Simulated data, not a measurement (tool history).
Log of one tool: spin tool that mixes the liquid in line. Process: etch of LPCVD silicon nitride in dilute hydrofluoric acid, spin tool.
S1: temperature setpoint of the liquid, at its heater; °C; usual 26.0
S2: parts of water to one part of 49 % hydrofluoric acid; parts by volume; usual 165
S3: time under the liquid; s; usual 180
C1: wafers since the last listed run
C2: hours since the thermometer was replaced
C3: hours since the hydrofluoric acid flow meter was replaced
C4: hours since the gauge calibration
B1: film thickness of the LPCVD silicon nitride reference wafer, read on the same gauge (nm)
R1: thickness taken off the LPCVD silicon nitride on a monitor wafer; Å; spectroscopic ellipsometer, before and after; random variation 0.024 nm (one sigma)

Run 1, day 0.000: usual settings; C1 0; C2 65.0; C3 233.5; C4 179.6; B1 120.003. Result: R1 5.16 Å.
Run 2, day 3.546: usual settings; C1 460; C2 150.1; C3 318.6; C4 264.7; B1 119.998. Result: R1 5.00 Å.
Run 3, day 5.542: usual settings; C1 259; C2 198.0; C3 366.5; C4 312.6; B1 120.042. Result: R1 5.03 Å.
Run 4, day 9.321: usual settings but S1 23.0 °C; C1 490; C2 288.7; C3 457.2; C4 403.3; B1 120.025. Result: R1 4.40 Å.
Run 5, day 13.421: usual settings but S1 23.0 °C; C1 532; C2 387.1; C3 555.6; C4 501.7; B1 120.014. Result: R1 4.34 Å.
Run 6, day 15.521: usual settings; C1 272; C2 437.5; C3 606.0; C4 552.1; B1 119.974. Result: R1 5.18 Å.
Run 7, day 18.338: usual settings; C1 365; C2 505.1; C3 673.6; C4 619.7; B1 120.021. Result: R1 5.21 Å.
At day 25.867: hydrofluoric acid flow meter replaced.
Run 8, day 26.450: usual settings; C1 1047; C2 699.8; C3 14.0; C4 814.4; B1 119.982. Result: R1 5.16 Å.
Run 9, day 32.904: usual settings but S2 210 parts by volume; C1 837; C2 854.7; C3 168.9; C4 969.3; B1 119.994. Result: R1 3.81 Å.
Run 10, day 35.979: usual settings; C1 399; C2 928.5; C3 242.7; C4 1043.1; B1 119.987. Result: R1 5.46 Å.
Run 11, day 37.988: usual settings but S1 27.5 °C, S2 235 parts by volume, S3 95 s; C1 260; C2 976.7; C3 290.9; C4 1091.3; B1 120.019. Result: R1 2.14 Å.
At day 39.596: gauge calibrated.
Run 12, day 42.812: usual settings but S1 23.5 °C, S2 125 parts by volume, S3 280 s; C1 626; C2 1092.5; C3 406.7; C4 77.2; B1 120.025. Result: R1 8.66 Å.
Run 13, day 44.446: usual settings but S1 24.0 °C, S2 205 parts by volume; C1 212; C2 1131.7; C3 445.9; C4 116.4; B1 119.978. Result: R1 3.69 Å.
Run 14, day 48.292: usual settings; C1 499; C2 1224.0; C3 538.2; C4 208.7; B1 119.985. Result: R1 4.84 Å.
Run 15, day 50.242: usual settings; C1 253; C2 1270.8; C3 585.0; C4 255.5; B1 120.009. Result: R1 4.87 Å.
At day 59.350: hydrofluoric acid flow meter replaced.
At day 59.933: thermometer replaced.
Run 16, day 62.825: usual settings but S1 30.0 °C, S2 235 parts by volume; C1 1622; C2 69.4; C3 83.4; C4 557.5; B1 119.997. Result: R1 4.68 Å.
Run 17, day 65.167: usual settings but S2 235 parts by volume, S3 220 s; C1 303; C2 125.6; C3 139.6; C4 613.7; B1 120.018. Result: R1 4.56 Å.
Run 18, day 67.754: usual settings but S2 95 parts by volume, S3 85 s; C1 335; C2 187.7; C3 201.7; C4 675.8; B1 119.992. Result: R1 4.52 Å.
Run 19, day 69.425: usual settings but S2 215 parts by volume, S3 115 s; C1 216; C2 227.8; C3 241.8; C4 715.9; B1 119.979. Result: R1 2.71 Å.
Run 20, day 72.404: usual settings but S1 27.5 °C, S3 150 s; C1 386; C2 299.3; C3 313.3; C4 787.4; B1 120.016. Result: R1 4.80 Å.
Run 21, day 75.883: usual settings; C1 451; C2 382.8; C3 396.8; C4 870.9; B1 120.016. Result: R1 5.29 Å.

What the log doesn't show, run by run:
liquid hotter than its thermometer reads (K): 0 in every run
hydrofluoric acid flow above the setpoint (%): 0 in every run
gauge reads high (%): 0 in every run
